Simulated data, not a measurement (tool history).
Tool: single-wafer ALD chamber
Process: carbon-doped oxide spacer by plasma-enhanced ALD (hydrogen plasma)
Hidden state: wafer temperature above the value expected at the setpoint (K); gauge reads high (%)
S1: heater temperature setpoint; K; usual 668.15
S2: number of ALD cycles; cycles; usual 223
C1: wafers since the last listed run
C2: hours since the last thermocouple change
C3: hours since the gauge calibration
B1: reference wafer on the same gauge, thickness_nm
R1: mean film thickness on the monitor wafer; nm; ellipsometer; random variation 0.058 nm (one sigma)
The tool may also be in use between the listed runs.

{"run": 1, "hour": 0.0, "S1": 668.15, "S2": 223, "C1": 0, "C2": 693.2, "C3": 980.3, "B1": 9.309, "R1": 10.968}
{"run": 2, "hour": 37.7, "S1": 668.15, "S2": 223, "C1": 53, "C2": 730.9, "C3": 1018.0, "B1": 9.301, "R1": 10.962}
{"run": 3, "hour": 69.1, "S1": 677.15, "S2": 223, "C1": 44, "C2": 762.3, "C3": 1049.4, "B1": 9.295, "R1": 10.859}
{"run": 4, "hour": 140.1, "S1": 668.15, "S2": 223, "C1": 100, "C2": 833.3, "C3": 1120.4, "B1": 9.308, "R1": 10.918}
{"run": 5, "hour": 207.1, "S1": 668.15, "S2": 223, "C1": 94, "C2": 900.3, "C3": 1187.4, "B1": 9.304, "R1": 10.996}
{"run": 6, "hour": 279.0, "S1": 668.15, "S2": 223, "C1": 101, "C2": 972.2, "C3": 1259.3, "B1": 9.302, "R1": 10.905}
{"hour": 330.0, "done": "thermocouple changed; heater temperature recalibrated"}
{"hour": 357.9, "done": "gauge calibrated"}
{"run": 7, "hour": 445.2, "S1": 668.15, "S2": 223, "C1": 223, "C2": 115.2, "C3": 87.3, "B1": 9.299, "R1": 10.935}
{"run": 8, "hour": 512.6, "S1": 668.15, "S2": 249, "C1": 95, "C2": 182.6, "C3": 154.7, "B1": 9.287, "R1": 12.2}
{"run": 9, "hour": 561.8, "S1": 680.15, "S2": 223, "C1": 69, "C2": 231.8, "C3": 203.9, "B1": 9.318, "R1": 10.819}
{"run": 10, "hour": 591.8, "S1": 668.15, "S2": 223, "C1": 42, "C2": 261.8, "C3": 233.9, "B1": 9.297, "R1": 11.071}
{"run": 11, "hour": 651.0, "S1": 655.15, "S2": 204, "C1": 83, "C2": 321.0, "C3": 293.1, "B1": 9.296, "R1": 10.075}
{"run": 12, "hour": 715.7, "S1": 673.15, "S2": 211, "C1": 91, "C2": 385.7, "C3": 357.8, "B1": 9.301, "R1": 10.353}
{"run": 13, "hour": 743.2, "S1": 657.15, "S2": 180, "C1": 38, "C2": 413.2, "C3": 385.3, "B1": 9.304, "R1": 8.791}
{"run": 14, "hour": 814.8, "S1": 668.15, "S2": 223, "C1": 100, "C2": 484.8, "C3": 456.9, "B1": 9.298, "R1": 11.011}
{"run": 15, "hour": 844.5, "S1": 668.15, "S2": 223, "C1": 41, "C2": 514.5, "C3": 486.6, "B1": 9.297, "R1": 11.072}
{"run": 16, "hour": 1047.9, "S1": 677.15, "S2": 266, "C1": 286, "C2": 717.9, "C3": 690.0, "B1": 9.299, "R1": 13.074}

How the hidden state differs across the entries between the runs, from the last listed run before each to the first after it:
Between runs 6 and 7: thermocouple changed; heater temperature recalibrated (hour 330.0); gauge calibrated (hour 357.9)
  no hidden state differs between the two runs
